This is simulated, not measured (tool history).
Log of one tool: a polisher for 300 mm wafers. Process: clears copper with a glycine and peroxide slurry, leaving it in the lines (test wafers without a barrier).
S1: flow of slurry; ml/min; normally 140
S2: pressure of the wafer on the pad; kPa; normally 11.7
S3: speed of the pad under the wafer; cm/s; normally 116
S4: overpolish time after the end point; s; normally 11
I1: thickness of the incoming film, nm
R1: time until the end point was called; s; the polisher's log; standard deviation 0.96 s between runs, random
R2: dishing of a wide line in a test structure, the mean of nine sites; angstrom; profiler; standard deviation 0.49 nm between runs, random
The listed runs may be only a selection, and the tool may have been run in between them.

| run | day | S1 | S2 | S3 | S4 | I1 | R1 | R2 |
|---|---|---|---|---|---|---|---|---|
| 1 | 0.000 | 110 | 11.7 | 116 | 11 | 356.6 | 77.7 | 296 |
| 2 | 2.729 | 160 | 11.7 | 116 | 14 | 352.4 | 72.9 | 380 |
| 3 | 5.617 | 160 | 11.7 | 116 | 14 | 357.5 | 73.0 | 370 |
| 4 | 6.738 | 160 | 11.7 | 116 | 14 | 353.3 | 72.1 | 376 |
| 5 | 8.162 | 140 | 11.7 | 116 | 11 | 361.7 | 76.4 | 301 |
| 6 | 10.425 | 140 | 11.7 | 116 | 11 | 356.3 | 75.3 | 297 |
| 7 | 11.525 | 140 | 11.7 | 116 | 11 | 353.3 | 74.7 | 306 |
| 8 | 14.162 | 140 | 11.7 | 116 | 11 | 349.7 | 66.7 | 321 |
| 9 | 15.238 | 140 | 11.7 | 106 | 11 | 359.4 | 75.3 | 304 |
| 10 | 17.588 | 140 | 11.7 | 106 | 11 | 353.8 | 73.7 | 311 |
| 11 | 19.921 | 140 | 11.7 | 90 | 18 | 350.7 | 83.8 | 397 |
| 12 | 21.417 | 140 | 11.7 | 84 | 11 | 356.2 | 90.1 | 275 |
| 13 | 23.350 | 140 | 11.7 | 82 | 11 | 355.9 | 93.4 | 260 |
| 14 | 25.738 | 100 | 11.7 | 116 | 14 | 351.6 | 78.6 | 353 |
| 15 | 27.742 | 120 | 14.5 | 84 | 15 | 351.0 | 79.8 | 367 |
| 16 | 28.908 | 100 | 8.3 | 116 | 11 | 355.7 | 103.1 | 242 |
| 17 | 30.488 | 115 | 11.7 | 116 | 11 | 358.9 | 76.9 | 300 |
| 18 | 31.912 | 175 | 11.7 | 98 | 13 | 351.6 | 80.4 | 326 |
| 19 | 34.317 | 140 | 11.7 | 116 | 11 | 353.9 | 74.3 | 310 |
| 20 | 35.883 | 140 | 11.7 | 116 | 11 | 359.6 | 75.5 | 304 |
| 21 | 38.038 | 140 | 10.3 | 116 | 11 | 350.4 | 79.9 | 285 |

Not shown here: 8 entries made in the log between runs. Locate each between two listed runs and compare the hidden state at the listed run before it with the hidden state at the listed run after it:
From run 3 to run 4: slurry nozzle cleaned (day 6.717)
  deviation of the head's pressure from its setpoint, %: -11 -> -11.2
  measured result minus the result with no hidden state, R1: +6.2 -> +6.2 s; R2: -20 -> -21 angstrom
From run 4 to run 5: worn pad replaced by a new one (day 7.442)
  deviation of the head's pressure from its setpoint, %: -11.2 -> -11.5
  measured result minus the result with no hidden state, R1: +6.2 -> +6.8 s; R2: -21 -> -20 angstrom
From run 7 to run 8: head pressure recalibrated (day 13.479)
  deviation of the head's pressure from its setpoint, %: -11.9 -> -0.678
  measured result minus the result with no hidden state, R1: +6.8 -> +0.4 s; R2: -21 -> -1 angstrom
From run 9 to run 10: worn pad replaced by a new one (day 15.479)
  deviation of the head's pressure from its setpoint, %: -1.9 -> -4.14
  measured result minus the result with no hidden state, R1: +1.1 -> +2.3 s; R2: -3 -> -7 angstrom
From run 12 to run 13: slurry nozzle cleaned (day 21.933); worn pad replaced by a new one (day 23.238)
  deviation of the head's pressure from its setpoint, %: -6.82 -> -7.83
  measured result minus the result with no hidden state, R1: +4.3 -> +5.1 s; R2: -10 -> -11 angstrom
From run 16 to run 17: worn pad replaced by a new one (day 29.967)
  deviation of the head's pressure from its setpoint, %: -9.83 -> -10.2
  measured result minus the result with no hidden state, R1: +7.1 -> +6.0 s; R2: -14 -> -18 angstrom
From run 20 to run 21: slurry nozzle cleaned (day 36.938)
  deviation of the head's pressure from its setpoint, %: -11.2 -> -11.4
  measured result minus the result with no hidden state, R1: +6.5 -> +6.8 s; R2: -19 -> -19 angstrom
